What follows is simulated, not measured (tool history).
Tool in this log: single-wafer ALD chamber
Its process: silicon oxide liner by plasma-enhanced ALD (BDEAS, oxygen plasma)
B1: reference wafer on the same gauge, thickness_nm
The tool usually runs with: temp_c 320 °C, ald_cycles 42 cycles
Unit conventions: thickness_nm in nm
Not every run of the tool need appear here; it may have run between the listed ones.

run 1 hour=0 | temp_c=320 ald_cycles=42 | B1=3.031 | thickness_nm=3.627
run 2 hour=59.8 | temp_c=330 ald_cycles=42 | B1=3.028 | thickness_nm=3.588
run 3 hour=120.1 | temp_c=320 ald_cycles=42 | B1=3.022 | thickness_nm=3.606
run 4 hour=173 | temp_c=320 ald_cycles=42 | B1=3.02 | thickness_nm=3.617
run 5 hour=241 | temp_c=320 ald_cycles=42 | B1=3.016 | thickness_nm=3.624
run 6 hour=294.8 | temp_c=320 ald_cycles=42 | B1=3.014 | thickness_nm=3.613
run 7 hour=354.3 | temp_c=311 ald_cycles=37 | B1=3.013 | thickness_nm=3.211
-- hour=388.8 thermocouple changed; heater temperature recalibrated
run 8 hour=391.6 | temp_c=311 ald_cycles=37 | B1=3.012 | thickness_nm=3.21
-- hour=425.8 gauge calibrated
run 9 hour=564.5 | temp_c=326 ald_cycles=42 | B1=3.065 | thickness_nm=3.659
run 10 hour=592.2 | temp_c=333 ald_cycles=42 | B1=3.059 | thickness_nm=3.594
run 11 hour=785.6 | temp_c=315 ald_cycles=42 | B1=3.038 | thickness_nm=3.648
run 12 hour=812.3 | temp_c=320 ald_cycles=42 | B1=3.035 | thickness_nm=3.642
run 13 hour=842.8 | temp_c=329 ald_cycles=35 | B1=3.032 | thickness_nm=3.006
run 14 hour=866.8 | temp_c=311 ald_cycles=37 | B1=3.031 | thickness_nm=3.231
run 15 hour=938 | temp_c=320 ald_cycles=46 | B1=3.026 | thickness_nm=3.968
run 16 hour=998.5 | temp_c=327 ald_cycles=38 | B1=3.023 | thickness_nm=3.264
run 17 hour=1059.5 | temp_c=320 ald_cycles=39 | B1=3.024 | thickness_nm=3.361
run 18 hour=1122.4 | temp_c=320 ald_cycles=47 | B1=3.021 | thickness_nm=4.038

3 ways to go on from here, each from the tool as it stands after run 18. What would each give?
run A hour=1122.9 | temp_c=320 ald_cycles=48 | B1=? | thickness_nm=?
run B hour=1122.9 | temp_c=329 ald_cycles=42 | B1=? | thickness_nm=?
run C hour=1122.9 | temp_c=334 ald_cycles=42 | B1=? | thickness_nm=?

run=A B1=3.019 thickness_nm=4.126
run=B B1=3.019 thickness_nm=3.568
run=C B1=3.019 thickness_nm=3.545
The same runs, with their run-to-run variation unchanged, on a tool lacking any hidden condition would have given:
run=A thickness_nm=4.234
run=B thickness_nm=3.662
run=C thickness_nm=3.638
